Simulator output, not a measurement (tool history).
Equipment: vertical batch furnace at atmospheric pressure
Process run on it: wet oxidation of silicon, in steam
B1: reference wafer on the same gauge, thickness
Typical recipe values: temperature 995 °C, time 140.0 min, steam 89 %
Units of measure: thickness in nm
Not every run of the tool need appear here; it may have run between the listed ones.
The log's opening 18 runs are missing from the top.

Run 19, hour 307.8: usual settings but temperature 984 °C, time 87.5 min, steam 93 %; B1 580.68. Result: thickness 465.14 nm.
Run 20, hour 317.7: usual settings; B1 579.91. Result: thickness 661.62 nm.
Run 21, hour 331.9: usual settings; B1 580.11. Result: thickness 661.74 nm.
Run 22, hour 344.0: usual settings; B1 580.94. Result: thickness 658.27 nm.
Run 23, hour 355.3: usual settings but temperature 977 °C, time 182.5 min, steam 95 %; B1 579.36. Result: thickness 727.65 nm.
Run 24, hour 365.6: usual settings but temperature 1005 °C, time 117.0 min; B1 579.73. Result: thickness 628.04 nm.
At hour 371.8: gauge calibrated.
Run 25, hour 391.0: usual settings; B1 579.92. Result: thickness 657.99 nm.
Run 26, hour 405.2: usual settings but temperature 982 °C; B1 580.30. Result: thickness 608.03 nm.
Run 27, hour 427.1: usual settings but temperature 1008 °C, steam 86 %; B1 579.76. Result: thickness 693.34 nm.
Run 28, hour 437.9: usual settings but temperature 983 °C; B1 579.92. Result: thickness 612.31 nm.
Run 29, hour 458.9: usual settings but temperature 986 °C, time 172.5 min, steam 84 %; B1 580.23. Result: thickness 688.94 nm.
Run 30, hour 478.6: usual settings; B1 579.89. Result: thickness 658.52 nm.
Run 31, hour 501.6: usual settings but temperature 1016 °C, steam 80 %; B1 580.06. Result: thickness 694.26 nm.
Run 32, hour 515.2: usual settings but temperature 1007 °C, time 199.0 min, steam 85 %; B1 579.84. Result: thickness 848.70 nm.

Run 33 comes next. What will it give?
Run 33, hour 529.5: usual settings but temperature 1004 °C, steam 93 %; B1 ?. Result: thickness ?.

{"run 33": {"B1": 580.26, "thickness": 717.72}}
The same run, on a tool lacking any hidden state, would have yielded thickness 714.33 nm.
